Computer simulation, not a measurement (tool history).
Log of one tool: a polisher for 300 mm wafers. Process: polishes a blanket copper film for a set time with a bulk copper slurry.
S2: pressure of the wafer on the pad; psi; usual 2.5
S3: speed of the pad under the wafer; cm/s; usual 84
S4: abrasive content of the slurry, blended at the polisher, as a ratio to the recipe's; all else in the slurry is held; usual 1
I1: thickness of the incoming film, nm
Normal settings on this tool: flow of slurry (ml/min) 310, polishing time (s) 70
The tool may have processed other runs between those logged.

{"run": 1, "day": 0.0, "flow of slurry (ml/min)": 385, "S2": 2.5, "S3": 84, "S4": 1, "polishing time (s)": 70, "I1": 3082.7, "film removed (nm)": 407.2}
{"run": 2, "day": 3.812, "flow of slurry (ml/min)": 310, "S2": 2.5, "S3": 84, "S4": 1, "polishing time (s)": 70, "I1": 3009.6, "film removed (nm)": 396.6}
{"run": 3, "day": 5.988, "flow of slurry (ml/min)": 310, "S2": 2.5, "S3": 84, "S4": 1, "polishing time (s)": 70, "I1": 2989.5, "film removed (nm)": 389.1}
{"run": 4, "day": 9.425, "flow of slurry (ml/min)": 310, "S2": 2.5, "S3": 84, "S4": 1, "polishing time (s)": 70, "I1": 3027.8, "film removed (nm)": 379.8}
{"run": 5, "day": 13.083, "flow of slurry (ml/min)": 310, "S2": 2.5, "S3": 84, "S4": 1, "polishing time (s)": 70, "I1": 3017.2, "film removed (nm)": 405.7}
{"run": 6, "day": 14.658, "flow of slurry (ml/min)": 310, "S2": 2.5, "S3": 84, "S4": 1, "polishing time (s)": 70, "I1": 3046.2, "film removed (nm)": 406.1}
{"run": 7, "day": 19.9, "flow of slurry (ml/min)": 310, "S2": 2.5, "S3": 84, "S4": 1, "polishing time (s)": 70, "I1": 3091.3, "film removed (nm)": 393.1}
{"run": 8, "day": 23.021, "flow of slurry (ml/min)": 310, "S2": 2.5, "S3": 84, "S4": 1, "polishing time (s)": 70, "I1": 3018.4, "film removed (nm)": 390.2}
{"run": 9, "day": 33.188, "flow of slurry (ml/min)": 310, "S2": 2.5, "S3": 84, "S4": 0.8, "polishing time (s)": 64, "I1": 3055.3, "film removed (nm)": 349.4}
{"run": 10, "day": 37.479, "flow of slurry (ml/min)": 310, "S2": 2.5, "S3": 84, "S4": 0.8, "polishing time (s)": 64, "I1": 3001.5, "film removed (nm)": 343.5}
{"run": 11, "day": 39.929, "flow of slurry (ml/min)": 310, "S2": 2.5, "S3": 84, "S4": 1, "polishing time (s)": 70, "I1": 3028.6, "film removed (nm)": 386.6}
{"run": 12, "day": 44.329, "flow of slurry (ml/min)": 310, "S2": 2.5, "S3": 84, "S4": 1.15, "polishing time (s)": 70, "I1": 3013.3, "film removed (nm)": 411.1}
{"run": 13, "day": 56.317, "flow of slurry (ml/min)": 245, "S2": 3.1, "S3": 84, "S4": 1, "polishing time (s)": 54, "I1": 3057.9, "film removed (nm)": 366.3}
{"run": 14, "day": 59.679, "flow of slurry (ml/min)": 310, "S2": 2.5, "S3": 84, "S4": 1, "polishing time (s)": 70, "I1": 3047.5, "film removed (nm)": 406.2}
{"run": 15, "day": 62.129, "flow of slurry (ml/min)": 255, "S2": 2.5, "S3": 84, "S4": 1, "polishing time (s)": 54, "I1": 3027.8, "film removed (nm)": 306.7}
{"run": 16, "day": 66.262, "flow of slurry (ml/min)": 350, "S2": 3.1, "S3": 84, "S4": 1, "polishing time (s)": 82, "I1": 3050.1, "film removed (nm)": 589.6}
{"run": 17, "day": 69.562, "flow of slurry (ml/min)": 310, "S2": 3.1, "S3": 84, "S4": 0.75, "polishing time (s)": 70, "I1": 3016.9, "film removed (nm)": 458.7}
{"run": 18, "day": 72.362, "flow of slurry (ml/min)": 310, "S2": 2.5, "S3": 84, "S4": 1, "polishing time (s)": 70, "I1": 2976.3, "film removed (nm)": 377.7}
{"run": 19, "day": 75.342, "flow of slurry (ml/min)": 310, "S2": 2.5, "S3": 84, "S4": 1, "polishing time (s)": 53, "I1": 3020, "film removed (nm)": 278.9}
{"run": 20, "day": 76.958, "flow of slurry (ml/min)": 310, "S2": 2.5, "S3": 84, "S4": 1, "polishing time (s)": 70, "I1": 3031.6, "film removed (nm)": 412.8}

Removed from this log: 15 entries logged between the listed runs. Between which two listed runs does each belong, and how does the tool's hidden state at the listed run before it compare with that at the listed run after it?
After run 4, before run 5: worn pad replaced by a new one (day 11.025); slurry blender recalibrated (day 12.221); slurry nozzle cleaned (day 13.062)
  abrasive missing from the slurry, %: 25.6 -> 2.25
  measured result minus the result with no hidden state, film removed (nm): -24.1 -> -2
After run 8, before run 9: worn pad replaced by a new one (day 24.129); slurry blender recalibrated (day 26.846); slurry nozzle cleaned (day 29.45)
  abrasive missing from the slurry, %: 16.4 -> 7.99
  measured result minus the result with no hidden state, film removed (nm): -14.9 -> -6
After run 11, before run 12: worn pad replaced by a new one (day 40.375); slurry blender recalibrated (day 43.754); slurry nozzle cleaned (day 44.254)
  abrasive missing from the slurry, %: 24 -> 8.22
  measured result minus the result with no hidden state, film removed (nm): -22.7 -> -7.6
After run 12, before run 13: head pressure recalibrated (day 50.221); worn pad replaced by a new one (day 54.483)
  abrasive missing from the slurry, %: 8.22 -> 27.5
  measured result minus the result with no hidden state, film removed (nm): -7.6 -> -25.2
After run 13, before run 14: slurry blender recalibrated (day 58.525)
  abrasive missing from the slurry, %: 27.5 -> 3.37
  measured result minus the result with no hidden state, film removed (nm): -25.2 -> -2.9
After run 14, before run 15: slurry nozzle cleaned (day 61.104)
  abrasive missing from the slurry, %: 3.37 -> 4.79
  measured result minus the result with no hidden state, film removed (nm): -2.9 -> -3.2
After run 17, before run 18: worn pad replaced by a new one (day 71.683)
  abrasive missing from the slurry, %: 18.1 -> 26.6
  measured result minus the result with no hidden state, film removed (nm): -18.8 -> -25
After run 19, before run 20: slurry blender recalibrated (day 75.45)
  abrasive missing from the slurry, %: 37.8 -> 0.322
  measured result minus the result with no hidden state, film removed (nm): -28.5 -> -0.3
